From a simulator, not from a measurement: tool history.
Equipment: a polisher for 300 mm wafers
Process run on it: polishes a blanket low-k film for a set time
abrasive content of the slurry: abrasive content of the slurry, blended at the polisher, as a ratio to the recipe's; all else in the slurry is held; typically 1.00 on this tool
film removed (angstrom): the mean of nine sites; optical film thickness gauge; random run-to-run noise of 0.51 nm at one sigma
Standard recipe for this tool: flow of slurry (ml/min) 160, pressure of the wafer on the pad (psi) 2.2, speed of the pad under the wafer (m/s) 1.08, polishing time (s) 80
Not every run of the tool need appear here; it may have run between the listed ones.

run	hour	flow of slurry (ml/min)	pressure of the wafer on the pad (psi)	speed of the pad under the wafer (m/s)	abrasive content of the slurry	polishing time (s)	wafers since the last listed run	wafers polished on this pad	hours since the slurry nozzle was cleaned	hours since the head pressure was calibrated	hours since the slurry blender was calibrated	hours since the conditioning disc was replaced	incoming thickness of the incoming film, nm	film removed (angstrom)
1	0.0	160	2.2	1.08	1.20	80	0	2205	520.4	0.5	106.7	85.3	758.5	482
# hour 5.0: slurry nozzle cleaned
2	36.4	160	2.2	1.08	1.00	80	398	2603	31.4	36.9	143.1	121.7	736.2	449
3	77.4	195	2.5	1.08	0.90	80	461	3064	72.4	77.9	184.1	162.7	758.1	491
4	120.8	160	2.2	1.08	0.90	80	488	3552	115.8	121.3	227.5	206.1	760.7	450
5	192.0	160	1.8	0.80	1.20	80	800	4353	187.0	192.5	298.7	277.3	759.0	369
# hour 224.4: worn pad replaced by a new one
6	228.6	160	1.8	1.08	1.15	80	366	47	223.6	229.1	335.3	313.9	743.7	426
7	293.8	160	2.2	1.08	1.00	80	733	780	288.8	294.3	400.5	379.1	749.1	470
8	348.3	160	2.2	1.08	1.00	61	612	1393	343.3	348.8	455.0	433.6	766.0	358
# hour 355.8: slurry blender recalibrated
9	379.9	140	2.2	1.08	1.00	80	332	1726	374.9	380.4	24.1	465.2	748.5	462
10	427.4	210	2.2	1.08	1.20	97	534	2260	422.4	427.9	71.6	512.7	748.2	624
# hour 433.3: conditioning disc replaced and pad reconditioned
11	466.1	190	1.9	1.08	1.10	54	412	2673	461.1	466.6	110.3	32.8	756.0	303
12	493.5	160	2.2	1.08	1.00	80	308	2981	488.5	494.0	137.7	60.2	755.0	476
# hour 506.2: slurry nozzle cleaned
13	521.5	105	2.2	1.32	0.75	80	303	3285	15.3	522.0	165.7	88.2	763.2	446
14	564.1	160	2.2	0.94	1.00	80	479	3764	57.9	564.6	208.3	130.8	747.3	438
15	602.0	210	2.2	1.08	1.20	97	426	4190	95.8	602.5	246.2	168.7	738.3	630
16	640.3	145	2.2	0.98	1.00	99	430	4621	134.1	640.8	284.5	207.0	759.9	544
# hour 659.0: worn pad replaced by a new one
17	692.2	160	2.2	1.08	1.00	80	538	373	186.0	692.7	336.4	258.9	761.4	465
18	725.8	200	1.6	0.86	1.00	68	377	751	219.6	726.3	370.0	292.5	741.6	302
19	765.3	160	2.2	1.08	1.00	80	444	1195	259.1	765.8	409.5	332.0	748.3	470
# hour 800.7: slurry blender recalibrated
20	811.3	160	2.2	1.08	1.00	80	494	1690	305.1	811.8	10.6	378.0	756.8	474
21	859.4	120	2.2	1.08	1.00	91	540	2231	353.2	859.9	58.7	426.1	740.4	515
# hour 872.0: conditioning disc replaced and pad reconditioned
22	910.2	180	2.2	1.08	0.80	80	548	2780	404.0	910.7	109.5	38.2	754.6	451
# hour 945.2: slurry nozzle cleaned
23	955.8	160	2.2	1.08	1.00	80	501	3282	10.6	956.3	155.1	83.8	757.9	477
# hour 961.7: head pressure recalibrated
24	986.8	160	3.0	0.90	0.85	101	326	3608	41.6	25.1	186.1	114.8	743.5	609

Give the tool's hidden conditions for every run:
removal rate lost through wear of the pad, %: 0 in every run
slurry flow missing at the pad, %: 0 in every run
abrasive missing from the slurry, %: 0 in every run
time polished since the conditioner stopped cutting, s: 0 in every run
H1: deviation of the head's pressure from its setpoint, %
run	H1
1	-0.0121
2	1.06
3	2.11
4	3.08
5	4.38
6	4.93
7	5.76
8	6.32
9	6.61
10	6.97
11	7.23
12	7.4
13	7.55
14	7.76
15	7.91
16	8.05
17	8.22
18	8.31
19	8.4
20	8.5
21	8.58
22	8.66
23	8.72
24	1.12
